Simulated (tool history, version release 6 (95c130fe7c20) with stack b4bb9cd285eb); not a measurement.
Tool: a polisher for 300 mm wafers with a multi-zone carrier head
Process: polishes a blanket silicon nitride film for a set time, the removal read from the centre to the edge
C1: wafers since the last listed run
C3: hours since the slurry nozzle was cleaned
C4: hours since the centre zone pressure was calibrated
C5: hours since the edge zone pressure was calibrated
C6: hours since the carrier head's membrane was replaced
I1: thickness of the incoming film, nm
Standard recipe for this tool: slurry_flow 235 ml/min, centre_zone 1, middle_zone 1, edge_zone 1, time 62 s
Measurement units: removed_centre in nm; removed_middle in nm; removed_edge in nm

Run 1, hour 0: usual settings but middle_zone 0.9, time 41 s; C1 0; wafers polished on this pad 1811; C3 441.2; C4 201; C5 824.6; C6 119.2; I1 823.3. Result: removed_centre 63.3 nm, removed_middle 58.6 nm, removed_edge 64.7 nm.
Run 2, hour 16.2: usual settings but slurry_flow 200 ml/min, centre_zone 1.11, middle_zone 0.95; C1 215; wafers polished on this pad 2027; C3 457.4; C4 217.2; C5 840.8; C6 135.4; I1 838.2. Result: removed_centre 101 nm, removed_middle 88.9 nm, removed_edge 95.2 nm.
Run 3, hour 43.4: usual settings but slurry_flow 290 ml/min, centre_zone 1.11, middle_zone 0.95, edge_zone 0.89; C1 362; wafers polished on this pad 2389; C3 484.6; C4 244.4; C5 868; C6 162.6; I1 845.6. Result: removed_centre 106.8 nm, removed_middle 93.1 nm, removed_edge 94.7 nm.
Run 4, hour 60.7: usual settings but slurry_flow 170 ml/min, centre_zone 1.05; C1 230; wafers polished on this pad 2619; C3 501.9; C4 261.7; C5 885.3; C6 179.9; I1 837.9. Result: removed_centre 89 nm, removed_middle 86.6 nm, removed_edge 92 nm.
Run 5, hour 94.2: usual settings but slurry_flow 290 ml/min, edge_zone 0.93; C1 445; wafers polished on this pad 3065; C3 535.4; C4 295.2; C5 918.8; C6 213.4; I1 849.9. Result: removed_centre 95.7 nm, removed_middle 95.2 nm, removed_edge 97.4 nm.
At hour 100.7: slurry nozzle cleaned.
Run 6, hour 118.6: usual settings but slurry_flow 190 ml/min, time 78 s; C1 311; wafers polished on this pad 3377; C3 17.9; C4 319.6; C5 943.2; C6 237.8; I1 836. Result: removed_centre 125 nm, removed_middle 125.7 nm, removed_edge 126.6 nm.
At hour 132.3: worn pad replaced by a new one.
Run 7, hour 138.3: usual settings; C1 209; wafers polished on this pad 80; C3 37.6; C4 339.3; C5 962.9; C6 257.5; I1 833.9. Result: removed_centre 103 nm, removed_middle 101.8 nm, removed_edge 103.7 nm.
Run 8, hour 163.2: usual settings; C1 331; wafers polished on this pad 411; C3 62.5; C4 364.2; C5 987.8; C6 282.4; I1 836.3. Result: removed_centre 101.7 nm, removed_middle 101 nm, removed_edge 104.1 nm.
At hour 167: edge zone pressure recalibrated.
Run 9, hour 180.3: usual settings but slurry_flow 285 ml/min; C1 201; wafers polished on this pad 612; C3 79.6; C4 381.3; C5 13.3; C6 299.5; I1 836. Result: removed_centre 105.1 nm, removed_middle 104.9 nm, removed_edge 104.8 nm.
Run 10, hour 194.8: usual settings but centre_zone 0.91, edge_zone 0.91; C1 193; wafers polished on this pad 805; C3 94.1; C4 395.8; C5 27.8; C6 314; I1 838.8. Result: removed_centre 94.3 nm, removed_middle 101.9 nm, removed_edge 97.6 nm.
Run 11, hour 208.2: usual settings but edge_zone 1.07; C1 178; wafers polished on this pad 984; C3 107.5; C4 409.2; C5 41.2; C6 327.4; I1 852.6. Result: removed_centre 100.6 nm, removed_middle 101.5 nm, removed_edge 105.5 nm.
Run 12, hour 225.8: usual settings but middle_zone 0.96, time 80 s; C1 234; wafers polished on this pad 1218; C3 125.1; C4 426.8; C5 58.8; C6 345; I1 829.1. Result: removed_centre 130.8 nm, removed_middle 128.1 nm, removed_edge 131.7 nm.
Run 13, hour 250.5: usual settings but slurry_flow 290 ml/min, centre_zone 1.11, middle_zone 0.95, edge_zone 0.89; C1 328; wafers polished on this pad 1547; C3 149.8; C4 451.5; C5 83.5; C6 369.7; I1 830.2. Result: removed_centre 112.9 nm, removed_middle 100.3 nm, removed_edge 98.5 nm.
Run 14, hour 269.3: usual settings; C1 250; wafers polished on this pad 1797; C3 168.6; C4 470.3; C5 102.3; C6 388.5; I1 845.9. Result: removed_centre 101.7 nm, removed_middle 99.9 nm, removed_edge 102.3 nm.
Run 15, hour 284.7: usual settings but slurry_flow 170 ml/min, middle_zone 1.12, edge_zone 1.09, time 46 s; C1 205; wafers polished on this pad 2002; C3 184; C4 485.7; C5 117.7; C6 403.9; I1 850.4. Result: removed_centre 70.3 nm, removed_middle 77.4 nm, removed_edge 75.3 nm.
Run 16, hour 315: usual settings but middle_zone 1.06; C1 403; wafers polished on this pad 2406; C3 214.3; C4 516; C5 148; C6 434.2; I1 835.9. Result: removed_centre 100.3 nm, removed_middle 104.8 nm, removed_edge 101.6 nm.
Run 17, hour 346.2: usual settings but slurry_flow 280 ml/min, edge_zone 0.93; C1 415; wafers polished on this pad 2821; C3 245.5; C4 547.2; C5 179.2; C6 465.4; I1 831.7. Result: removed_centre 100.9 nm, removed_middle 101.6 nm, removed_edge 100 nm.
At hour 365.9: worn pad replaced by a new one.
Run 18, hour 371.5: usual settings but edge_zone 0.9; C1 283; wafers polished on this pad 74; C3 270.8; C4 572.5; C5 204.5; C6 490.7; I1 836.9. Result: removed_centre 98.4 nm, removed_middle 99.2 nm, removed_edge 95.7 nm.
Run 19, hour 387.7: usual settings but edge_zone 0.91; C1 215; wafers polished on this pad 290; C3 287; C4 588.7; C5 220.7; C6 506.9; I1 833.3. Result: removed_centre 97.5 nm, removed_middle 98.9 nm, removed_edge 96.7 nm.
Run 20, hour 401.8: usual settings but middle_zone 1.06; C1 187; wafers polished on this pad 478; C3 301.1; C4 602.8; C5 234.8; C6 521; I1 837. Result: removed_centre 97.4 nm, removed_middle 102.4 nm, removed_edge 100.3 nm.
Run 21, hour 430.1: usual settings but slurry_flow 165 ml/min; C1 376; wafers polished on this pad 855; C3 329.4; C4 631.1; C5 263.1; C6 549.3; I1 846.7. Result: removed_centre 90.6 nm, removed_middle 92.2 nm, removed_edge 96.6 nm.
Run 22, hour 478.6: usual settings but centre_zone 1.05, middle_zone 1.04, edge_zone 0.9, time 83 s; C1 645; wafers polished on this pad 1500; C3 377.9; C4 679.6; C5 311.6; C6 597.8; I1 836.9. Result: removed_centre 135.3 nm, removed_middle 134 nm, removed_edge 126.1 nm.

Some steps in removed_centre between neighbouring runs. How much of each would the tool show without its hidden state too (settings, what came in, random variation), and how much is left for the hidden state, with any gauge scatter that isn't in both results?
The hidden state here: removal rate lost through wear of the pad, %; slurry flow missing at the pad, %; deviation of the centre zone's pressure from its setpoint, %; deviation of the edge zone's pressure from its setpoint, %.
Run 1 -> 2: slurry_flow 235 -> 200, centre_zone 1 -> 1.11, middle_zone 0.9 -> 0.95, time 41 -> 62. removed_centre +37.7 nm: hidden state -5.5, all else +43.2.
Run 5 -> 6: slurry_flow 290 -> 190, edge_zone 0.93 -> 1, time 62 -> 78, slurry nozzle cleaned. removed_centre +29.3 nm: hidden state +8.1, all else +21.2.
Run 21 -> 22: slurry_flow 165 -> 235, centre_zone 1 -> 1.05, middle_zone 1 -> 1.04, edge_zone 1 -> 0.9, time 62 -> 83. removed_centre +44.7 nm: hidden state -2.8, all else +47.5.
